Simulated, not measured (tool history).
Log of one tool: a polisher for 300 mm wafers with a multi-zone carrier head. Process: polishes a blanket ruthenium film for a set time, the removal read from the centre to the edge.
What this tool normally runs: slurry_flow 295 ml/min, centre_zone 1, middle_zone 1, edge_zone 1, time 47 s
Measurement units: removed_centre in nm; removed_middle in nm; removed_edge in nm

run,hour,slurry_flow,centre_zone,middle_zone,edge_zone,time,wafers since the last listed run,wafers polished on this pad,hours since the slurry nozzle was cleaned,hours since the centre zone pressure was calibrated,hours since the edge zone pressure was calibrated,hours since the carrier head's membrane was replaced,"incoming thickness of the incoming film, nm",removed_centre,removed_middle,removed_edge
1,0,295,1,1,1,47,0,2120,135,247.9,434.8,129.4,478.1,41.1,40.6,40.1
# hour 22.9: edge zone pressure recalibrated
2,40.6,295,1,1,1,47,466,2587,175.6,288.5,17.7,170,471.1,41.4,40.5,40.5
# hour 159.5: worn pad replaced by a new one
3,187.8,295,1,1,1,47,1731,341,322.8,435.7,164.9,317.2,473.1,41.5,39.6,40.2
# hour 281.5: centre zone pressure recalibrated
4,345.2,295,1,1,1,47,1879,2220,480.2,63.7,322.3,474.6,484.8,40,39.7,40.6
# hour 394: edge zone pressure recalibrated
5,414.2,295,1,1,1,47,810,3031,549.2,132.7,20.2,543.6,478.3,40.2,39.7,39.6
# hour 443: carrier head's membrane replaced by a new one
6,452.7,295,1,1,1,47,405,3436,587.7,171.2,58.7,9.7,473.9,40.2,39.7,40.8
7,483.3,295,1,1,1,47,370,3806,618.3,201.8,89.3,40.3,473.2,40,39,39.4
# hour 492.2: worn pad replaced by a new one
8,518.6,295,1,1,1,58,378,319,653.6,237.1,124.6,75.6,484.3,49.1,49.3,49.6
9,586.1,295,0.89,1,1,47,816,1135,721.1,304.6,192.1,143.1,476.8,36.1,38.9,41
10,622.4,295,1,1,1,47,438,1574,757.4,340.9,228.4,179.4,481.1,39.9,38.2,41.4
11,686.9,295,0.88,1,1,47,780,2354,821.9,405.4,292.9,243.9,478.4,35,39.4,40.1
12,741.8,330,1.07,1,1,47,663,3018,876.8,460.3,347.8,298.8,473.6,42.9,39.6,39.8
# hour 789.3: worn pad replaced by a new one
# hour 791.2: slurry nozzle cleaned
13,811.6,295,1,1.09,1,47,783,257,20.4,530.1,417.6,368.6,483.7,41.6,43.3,40.9
# hour 814.9: edge zone pressure recalibrated
# hour 843.7: centre zone pressure recalibrated
14,931.1,295,1,1,1,47,1396,1654,139.9,87.4,116.2,488.1,487.7,40.7,40.3,41.3
# hour 978.4: carrier head's membrane replaced by a new one
15,978.9,295,1.02,1,1,47,517,2171,187.7,135.2,164,0.5,472.9,41.1,39.8,41.5
16,1020.6,215,0.96,1,1.04,35,504,2675,229.4,176.9,205.7,42.2,486.9,28.4,28.8,30
17,1062.7,295,1.05,0.96,1,47,509,3185,271.5,219,247.8,84.3,474.3,42.6,39.3,41.2
18,1089.4,295,1,0.91,0.96,47,322,3507,298.2,245.7,274.5,111,476.5,40.8,37.1,40.1
# hour 1120.6: worn pad replaced by a new one
19,1120.9,295,1,1,1,47,332,4,329.7,277.2,306,142.5,486.9,40.5,39.9,41.3
20,1158.5,235,0.96,1,0.9,47,454,458,367.3,314.8,343.6,180.1,484.1,38.4,39.5,38.4
21,1208.2,325,0.91,1.04,1,53,601,1059,417,364.5,393.3,229.8,482.5,42.8,46.9,47.1
# hour 1220: edge zone pressure recalibrated
22,1249.5,295,1,1,1,47,475,1535,458.3,405.8,29.5,271.1,480.1,41.1,40,40.7
23,1288.2,295,1,1,1,47,468,2003,497,444.5,68.2,309.8,479.8,41,40,41.9

3 ways to go on from here, each from the tool as it stands after run 23. What would each give?
A,1288.6,295,1,1,1,47,4,2008,497.4,444.9,68.6,310.2,487.4,?,?,?
B,1288.6,240,1.12,0.9,1,53,4,2008,497.4,444.9,68.6,310.2,487.4,?,?,?
C,1288.6,295,0.92,0.97,1.06,32,4,2008,497.4,444.9,68.6,310.2,487.4,?,?,?

run,removed_centre,removed_middle,removed_edge
A,41.1,39.2,40.8
B,50.7,39.7,45.3
C,25.7,26.1,28.5
With the hidden condition removed and each run's random variation left untouched, the same runs would have given:
run,removed_centre,removed_middle,removed_edge
A,40.7,39.7,41.1
B,50.4,40.2,45.8
C,25.5,26.3,28.8
